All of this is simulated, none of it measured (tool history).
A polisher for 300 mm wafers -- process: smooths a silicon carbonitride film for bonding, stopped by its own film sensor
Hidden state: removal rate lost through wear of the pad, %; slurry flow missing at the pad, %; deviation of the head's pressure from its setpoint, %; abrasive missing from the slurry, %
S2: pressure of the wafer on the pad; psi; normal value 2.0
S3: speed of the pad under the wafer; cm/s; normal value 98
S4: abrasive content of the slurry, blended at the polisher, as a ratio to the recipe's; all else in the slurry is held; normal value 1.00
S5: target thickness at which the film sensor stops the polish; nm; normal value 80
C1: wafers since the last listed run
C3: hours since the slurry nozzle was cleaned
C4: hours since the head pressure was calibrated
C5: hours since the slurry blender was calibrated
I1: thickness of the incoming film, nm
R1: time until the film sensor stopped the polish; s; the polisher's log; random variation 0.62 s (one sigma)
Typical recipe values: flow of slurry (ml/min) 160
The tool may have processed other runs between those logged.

Run 1, day 0.000: usual settings; C1 0; wafers polished on this pad 156; C3 354.7; C4 1455.4; C5 191.2; I1 100.4. Result: R1 74.8 s.
Run 2, day 0.321: usual settings; C1 70; wafers polished on this pad 226; C3 362.4; C4 1463.1; C5 198.9; I1 100.8. Result: R1 76.9 s.
Run 3, day 1.012: usual settings but flow of slurry (ml/min) 195; C1 150; wafers polished on this pad 377; C3 379.0; C4 1479.7; C5 215.5; I1 100.4. Result: R1 73.5 s.
Run 4, day 1.583: usual settings but flow of slurry (ml/min) 195; C1 124; wafers polished on this pad 502; C3 392.7; C4 1493.4; C5 229.2; I1 100.1. Result: R1 71.1 s.
Run 5, day 1.975: usual settings but flow of slurry (ml/min) 195; C1 85; wafers polished on this pad 588; C3 402.1; C4 1502.8; C5 238.6; I1 98.9. Result: R1 67.7 s.
Run 6, day 2.588: usual settings; C1 133; wafers polished on this pad 721; C3 416.8; C4 1517.5; C5 253.3; I1 98.7. Result: R1 70.0 s.
Run 7, day 3.075: usual settings but S2 1.9 psi, S3 76 cm/s; C1 106; wafers polished on this pad 828; C3 428.5; C4 1529.2; C5 265.0; I1 101.1. Result: R1 94.1 s.
Run 8, day 3.642: usual settings but S2 1.9 psi, S3 76 cm/s; C1 123; wafers polished on this pad 951; C3 442.1; C4 1542.8; C5 278.6; I1 99.6. Result: R1 86.5 s.
Run 9, day 4.304: usual settings but S2 1.9 psi, S3 76 cm/s; C1 144; wafers polished on this pad 1096; C3 458.0; C4 1558.7; C5 294.5; I1 100.8. Result: R1 92.9 s.
At day 4.829: worn pad replaced by a new one, of another model than before.
Run 10, day 4.850: usual settings but flow of slurry (ml/min) 150, S2 1.7 psi; C1 82; wafers polished on this pad 4; C3 471.1; C4 1571.8; C5 307.6; I1 98.7. Result: R1 79.4 s.
Run 11, day 5.042: usual settings but S3 88 cm/s; C1 41; wafers polished on this pad 46; C3 475.7; C4 1576.4; C5 312.2; I1 100.8. Result: R1 89.4 s.
Run 12, day 5.750: usual settings but S3 88 cm/s; C1 154; wafers polished on this pad 200; C3 492.7; C4 1593.4; C5 329.2; I1 99.1. Result: R1 81.3 s.
At day 6.083: head pressure recalibrated.
Run 13, day 6.242: usual settings but S3 88 cm/s; C1 89; wafers polished on this pad 289; C3 504.5; C4 3.8; C5 341.0; I1 99.2. Result: R1 84.7 s.
Run 14, day 6.558: usual settings; C1 69; wafers polished on this pad 359; C3 512.1; C4 11.4; C5 348.6; I1 100.8. Result: R1 83.3 s.
Run 15, day 7.288: usual settings but flow of slurry (ml/min) 115, S5 84 nm; C1 159; wafers polished on this pad 518; C3 529.6; C4 28.9; C5 366.1; I1 102.2. Result: R1 88.6 s.
At day 7.475: slurry blender recalibrated.
At day 7.821: slurry nozzle cleaned.
Run 16, day 8.033: usual settings but flow of slurry (ml/min) 210, S3 70 cm/s; C1 135; wafers polished on this pad 653; C3 5.1; C4 46.8; C5 13.4; I1 100.4. Result: R1 93.3 s.
Run 17, day 8.704: usual settings but flow of slurry (ml/min) 105, S3 130 cm/s, S4 1.10, S5 87 nm; C1 146; wafers polished on this pad 800; C3 21.2; C4 62.9; C5 29.5; I1 99.7. Result: R1 42.0 s.
At day 9.371: worn pad replaced by a new one.
Run 18, day 9.392: usual settings but flow of slurry (ml/min) 185, S2 1.8 psi, S3 118 cm/s, S4 0.90; C1 113; wafers polished on this pad 4; C3 37.7; C4 79.4; C5 46.0; I1 98.9. Result: R1 60.9 s.
Run 19, day 11.025: usual settings but S5 75 nm; C1 356; wafers polished on this pad 361; C3 76.9; C4 118.6; C5 85.2; I1 101.8. Result: R1 96.4 s.
Run 20, day 11.600: usual settings but flow of slurry (ml/min) 215, S2 2.4 psi, S4 0.80, S5 76 nm; C1 125; wafers polished on this pad 486; C3 90.7; C4 132.4; C5 99.0; I1 99.0. Result: R1 80.4 s.
Run 21, day 12.183: usual settings but S3 80 cm/s; C1 127; wafers polished on this pad 613; C3 104.7; C4 146.4; C5 113.0; I1 101.0. Result: R1 90.9 s.
Run 22, day 12.488: usual settings but S2 1.5 psi, S3 66 cm/s, S4 0.70, S5 83 nm; C1 66; wafers polished on this pad 680; C3 112.0; C4 153.7; C5 120.3; I1 98.8. Result: R1 104.3 s.
Run 23, day 13.025: usual settings but S3 88 cm/s; C1 117; wafers polished on this pad 797; C3 124.9; C4 166.6; C5 133.2; I1 100.0. Result: R1 79.1 s.
Run 24, day 13.683: usual settings but flow of slurry (ml/min) 185, S3 126 cm/s; C1 143; wafers polished on this pad 941; C3 140.7; C4 182.4; C5 149.0; I1 98.9. Result: R1 54.3 s.
Run 25, day 14.221: usual settings but S3 108 cm/s, S4 1.10; C1 117; wafers polished on this pad 1058; C3 153.6; C4 195.3; C5 161.9; I1 100.2. Result: R1 64.6 s.
At day 14.788: worn pad replaced by a new one.
Run 26, day 14.812: usual settings but S5 76 nm; C1 92; wafers polished on this pad 5; C3 167.8; C4 209.5; C5 176.1; I1 100.1. Result: R1 86.6 s.
Run 27, day 15.408: usual settings but S2 2.4 psi; C1 130; wafers polished on this pad 135; C3 182.1; C4 223.8; C5 190.4; I1 101.3. Result: R1 71.5 s.

Alternative continuations, all from the tool just after run 27; predict every row:
Run A, day 15.429: usual settings; C1 4; wafers polished on this pad 140; C3 182.6; C4 224.3; C5 190.9; I1 99.7. Result: R1 ?.
Run B, day 15.429: usual settings but S3 116 cm/s, S5 86 nm; C1 4; wafers polished on this pad 140; C3 182.6; C4 224.3; C5 190.9; I1 99.7. Result: R1 ?.
Run C, day 15.429: usual settings but S3 116 cm/s, S4 1.10; C1 4; wafers polished on this pad 140; C3 182.6; C4 224.3; C5 190.9; I1 99.7. Result: R1 ?.
Run D, day 15.429: usual settings but S4 1.15; C1 4; wafers polished on this pad 140; C3 182.6; C4 224.3; C5 190.9; I1 99.7. Result: R1 ?.

run    R1
  A  72.5
  B  43.7
  C  60.4
  D  68.5
Without the tool's unlogged condition, the same runs would have read:
run    R1
  A  71.4
  B  43.0
  C  59.5
  D  67.5
